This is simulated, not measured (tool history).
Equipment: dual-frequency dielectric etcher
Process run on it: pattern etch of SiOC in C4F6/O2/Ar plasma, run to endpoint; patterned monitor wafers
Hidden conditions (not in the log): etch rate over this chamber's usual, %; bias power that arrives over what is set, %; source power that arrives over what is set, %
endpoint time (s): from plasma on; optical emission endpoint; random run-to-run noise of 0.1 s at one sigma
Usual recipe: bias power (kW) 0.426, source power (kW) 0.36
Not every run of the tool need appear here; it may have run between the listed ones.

| run | hour | bias power (kW) | source power (kW) | wafers since the last listed run | hours since the last wet clean | hours since the last bias power generator calibration | hours since the last source power generator calibration | hours since the last upper electrode change | incoming incoming film thickness, nm | endpoint time (s) |
|---|---|---|---|---|---|---|---|---|---|---|
| 1 | 0 | 0.426 | 0.4 | 0 | 335.4 | 3990.7 | 4126.6 | 3803.6 | 39.83 | 14 |
| 2 | 34.5 | 0.426 | 0.4 | 407 | 369.9 | 4025.2 | 4161.1 | 3838.1 | 40.22 | 14.3 |
|  | 70.7 | wet clean of the chamber |
| 3 | 71.2 | 0.493 | 0.4 | 150 | 0.5 | 4061.9 | 4197.8 | 3874.8 | 39.65 | 12.6 |
| 4 | 79.5 | 0.493 | 0.4 | 98 | 8.8 | 4070.2 | 4206.1 | 3883.1 | 39.66 | 12.4 |
| 5 | 114.3 | 0.493 | 0.4 | 411 | 43.6 | 4105 | 4240.9 | 3917.9 | 39.81 | 12.5 |
| 6 | 128.7 | 0.426 | 0.36 | 170 | 58 | 4119.4 | 4255.3 | 3932.3 | 39.51 | 14.1 |
| 7 | 147 | 0.426 | 0.36 | 216 | 76.3 | 4137.7 | 4273.6 | 3950.6 | 39.6 | 14.2 |
| 8 | 162.2 | 0.426 | 0.36 | 179 | 91.5 | 4152.9 | 4288.8 | 3965.8 | 39.62 | 14.3 |
| 9 | 192 | 0.426 | 0.36 | 352 | 121.3 | 4182.7 | 4318.6 | 3995.6 | 39.81 | 14.4 |
| 10 | 210.7 | 0.426 | 0.36 | 221 | 140 | 4201.4 | 4337.3 | 4014.3 | 39.54 | 14.5 |
| 11 | 242.8 | 0.426 | 0.36 | 379 | 172.1 | 4233.5 | 4369.4 | 4046.4 | 39.63 | 14.5 |
| 12 | 274.1 | 0.426 | 0.36 | 369 | 203.4 | 4264.8 | 4400.7 | 4077.7 | 39.38 | 14.4 |
| 13 | 296.3 | 0.426 | 0.36 | 262 | 225.6 | 4287 | 4422.9 | 4099.9 | 39.84 | 14.7 |
| 14 | 310.4 | 0.426 | 0.36 | 166 | 239.7 | 4301.1 | 4437 | 4114 | 39.93 | 14.8 |
| 15 | 345.4 | 0.452 | 0.41 | 413 | 274.7 | 4336.1 | 4472 | 4149 | 40.08 | 13.5 |
|  | 353.4 | source power generator calibrated |
| 16 | 376.4 | 0.452 | 0.41 | 319 | 305.7 | 4367.1 | 23 | 4180 | 39.67 | 13.6 |
|  | 425 | wet clean of the chamber |
| 17 | 425.5 | 0.426 | 0.36 | 296 | 0.5 | 4416.2 | 72.1 | 4229.1 | 39.89 | 13.9 |
| 18 | 435.2 | 0.381 | 0.39 | 114 | 10.2 | 4425.9 | 81.8 | 4238.8 | 39.71 | 14.1 |
| 19 | 470 | 0.324 | 0.33 | 411 | 45 | 4460.7 | 116.6 | 4273.6 | 39.59 | 16.3 |
| 20 | 499.4 | 0.426 | 0.36 | 347 | 74.4 | 4490.1 | 146 | 4303 | 39.57 | 14 |
| 21 | 531.5 | 0.531 | 0.36 | 379 | 106.5 | 4522.2 | 178.1 | 4335.1 | 39.79 | 12.9 |
| 22 | 547.2 | 0.351 | 0.45 | 185 | 122.2 | 4537.9 | 193.8 | 4350.8 | 39.59 | 13.9 |
| 23 | 569.5 | 0.356 | 0.39 | 263 | 144.5 | 4560.2 | 216.1 | 4373.1 | 39.74 | 14.8 |
|  | 602.4 | upper electrode replaced |
| 24 | 602.9 | 0.466 | 0.42 | 111 | 177.9 | 4593.6 | 249.5 | 0.5 | 39.62 | 12.9 |
| 25 | 632.5 | 0.426 | 0.36 | 349 | 207.5 | 4623.2 | 279.1 | 30.1 | 39.57 | 14.3 |
| 26 | 650.3 | 0.426 | 0.36 | 210 | 225.3 | 4641 | 296.9 | 47.9 | 39.87 | 14.7 |
|  | 669.1 | bias power generator calibrated |
| 27 | 727.7 | 0.351 | 0.45 | 867 | 302.7 | 58.6 | 374.3 | 125.3 | 39.54 | 14 |
| 28 | 741.3 | 0.473 | 0.43 | 160 | 316.3 | 72.2 | 387.9 | 138.9 | 39.91 | 12.8 |
|  | 800.2 | wet clean of the chamber |
| 29 | 801.3 | 0.347 | 0.3 | 425 | 1.1 | 132.2 | 447.9 | 198.9 | 39.67 | 16.9 |
| 30 | 817.7 | 0.324 | 0.4 | 193 | 17.5 | 148.6 | 464.3 | 215.3 | 39.97 | 15.2 |
| 31 | 847.6 | 0.523 | 0.41 | 353 | 47.4 | 178.5 | 494.2 | 245.2 | 39.63 | 12 |
| 32 | 867.7 | 0.336 | 0.28 | 237 | 67.5 | 198.6 | 514.3 | 265.3 | 39.38 | 18 |
| 33 | 891 | 0.426 | 0.36 | 275 | 90.8 | 221.9 | 537.6 | 288.6 | 39.57 | 14 |

Exercise: give the hidden state of the tool at every run:
bias power that arrives over what is set, %: 0, the same for each run
source power that arrives over what is set, %: 0, the same for each run
H1: etch rate over this chamber's usual, %
| run | H1 |
|---|---|
| 1 | -4.63 |
| 2 | -5.14 |
| 3 | -0.206 |
| 4 | -0.327 |
| 5 | -0.835 |
| 6 | -1.04 |
| 7 | -1.31 |
| 8 | -1.53 |
| 9 | -1.97 |
| 10 | -2.24 |
| 11 | -2.71 |
| 12 | -3.16 |
| 13 | -3.49 |
| 14 | -3.69 |
| 15 | -4.2 |
| 16 | -4.65 |
| 17 | 0.779 |
| 18 | 0.638 |
| 19 | 0.131 |
| 20 | -0.298 |
| 21 | -0.766 |
| 22 | -0.994 |
| 23 | -1.32 |
| 24 | -1.81 |
| 25 | -2.24 |
| 26 | -2.5 |
| 27 | -3.62 |
| 28 | -3.82 |
| 29 | -0.126 |
| 30 | -0.365 |
| 31 | -0.8 |
| 32 | -1.09 |
| 33 | -1.43 |

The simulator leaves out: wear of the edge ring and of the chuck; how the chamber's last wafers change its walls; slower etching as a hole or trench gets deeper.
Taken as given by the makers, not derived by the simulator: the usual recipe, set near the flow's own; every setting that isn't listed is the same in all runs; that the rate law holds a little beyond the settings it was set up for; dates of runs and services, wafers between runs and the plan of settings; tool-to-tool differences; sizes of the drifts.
